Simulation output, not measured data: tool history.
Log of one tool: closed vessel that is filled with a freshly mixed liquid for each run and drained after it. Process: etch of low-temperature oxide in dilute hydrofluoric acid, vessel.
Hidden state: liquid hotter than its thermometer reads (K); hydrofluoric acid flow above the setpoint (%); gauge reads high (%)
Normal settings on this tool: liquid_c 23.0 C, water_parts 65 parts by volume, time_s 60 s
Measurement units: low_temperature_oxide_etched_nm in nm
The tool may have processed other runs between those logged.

run	hour	liquid_c	water_parts	time_s	wafers since the last listed run	hours since the thermometer was replaced	hours since the hydrofluoric acid flow meter was replaced	hours since the gauge calibration	read-back film thickness of the low-temperature oxide reference wafer, read on the same gauge (nm)	low_temperature_oxide_etched_nm
1	0.0	23.0	55	85	0	214.9	22.3	1309.8	50.95	57.29
2	59.4	21.0	65	60	7703	274.3	81.7	1369.2	50.99	31.00
3	112.0	21.0	65	60	6821	326.9	134.3	1421.8	51.03	30.95
4	167.9	21.0	65	60	7249	382.8	190.2	1477.7	51.12	31.10
5	275.7	23.0	65	60	13979	490.6	298.0	1585.5	51.25	34.28
6	377.0	23.0	65	60	13136	591.9	399.3	1686.8	51.45	33.82
7	484.7	23.0	65	60	13966	699.6	507.0	1794.5	51.57	34.32
8	588.4	23.0	65	60	13448	803.3	610.7	1898.2	51.72	34.11
9	642.4	23.0	65	60	7002	857.3	664.7	1952.2	51.82	34.39
10	729.2	18.0	80	60	11256	944.1	751.5	2039.0	51.97	22.27
# hour 771.6: hydrofluoric acid flow meter replaced
11	800.7	23.0	65	80	9142	1015.6	29.1	2110.5	52.13	45.76
12	874.4	23.0	65	60	9557	1089.3	102.8	2184.2	52.26	34.67
# hour 874.8: gauge calibrated
13	911.2	25.5	95	70	4772	1126.1	139.6	36.4	49.71	28.09
14	948.1	27.5	65	75	4785	1163.0	176.5	73.3	49.71	49.14
15	1019.5	23.0	65	35	9259	1234.4	247.9	144.7	49.67	19.01
16	1083.5	23.0	65	70	8299	1298.4	311.9	208.7	49.71	38.59
17	1406.9	23.0	40	30	41939	1621.8	635.3	532.1	49.84	27.61
18	1487.2	23.0	90	85	10413	1702.1	715.6	612.4	49.85	32.88
19	1531.3	23.0	65	80	5719	1746.2	759.7	656.5	49.91	43.33
20	1568.0	23.0	55	85	4759	1782.9	796.4	693.2	49.86	56.27
# hour 1574.4: hydrofluoric acid flow meter replaced
21	1640.7	23.0	65	60	9298	1855.6	66.3	765.9	49.92	33.12
# hour 1709.0: thermometer replaced
22	1729.6	23.0	65	60	11399	20.6	155.2	854.8	49.93	32.96
23	1823.2	23.0	75	60	12138	114.2	248.8	948.4	50.08	28.06
24	1907.2	23.0	90	60	10893	198.2	332.8	1032.4	50.14	23.18
25	1987.6	23.0	65	40	10426	278.6	413.2	1112.8	50.19	22.07
26	2057.6	20.0	65	80	9077	348.6	483.2	1182.8	50.28	39.18
27	2118.6	23.0	65	60	7910	409.6	544.2	1243.8	50.34	33.48
28	2201.8	23.0	65	60	10789	492.8	627.4	1327.0	50.44	33.09
29	2280.0	27.0	45	75	10141	571.0	705.6	1405.2	50.51	73.11
30	2359.7	18.5	90	85	10335	650.7	785.3	1484.9	50.63	27.51
31	2396.3	23.0	65	60	4746	687.3	821.9	1521.5	50.72	33.21
# hour 2417.4: hydrofluoric acid flow meter replaced
32	2472.3	21.0	65	75	9726	763.3	54.9	1597.5	50.76	38.70
33	2535.4	23.0	65	60	8183	826.4	118.0	1660.6	50.85	33.49

For each entry between runs, how does the tool's hidden state at the last listed run before it compare with that at the first listed run after it?
After run 10, before run 11: hydrofluoric acid flow meter replaced (hour 771.6)
  gauge reads high (%): 3.91 -> 4.17
  measured less the result without the state, low_temperature_oxide_etched_nm: +0.84 -> +1.83 nm
After run 12, before run 13: gauge calibrated (hour 874.8)
  gauge reads high (%): 4.44 -> -0.634
  measured less the result without the state, low_temperature_oxide_etched_nm: +1.48 -> -0.18 nm
After run 20, before run 21: hydrofluoric acid flow meter replaced (hour 1574.4)
  gauge reads high (%): -0.227 -> -0.137
  measured less the result without the state, low_temperature_oxide_etched_nm: -0.13 -> -0.05 nm
After run 21, before run 22: thermometer replaced (hour 1709.0)
  gauge reads high (%): -0.137 -> -0.014
  measured less the result without the state, low_temperature_oxide_etched_nm: -0.05 -> -0.01 nm
After run 31, before run 32: hydrofluoric acid flow meter replaced (hour 2417.4)
  gauge reads high (%): 1.33 -> 1.53
  measured less the result without the state, low_temperature_oxide_etched_nm: +0.44 -> +0.59 nm
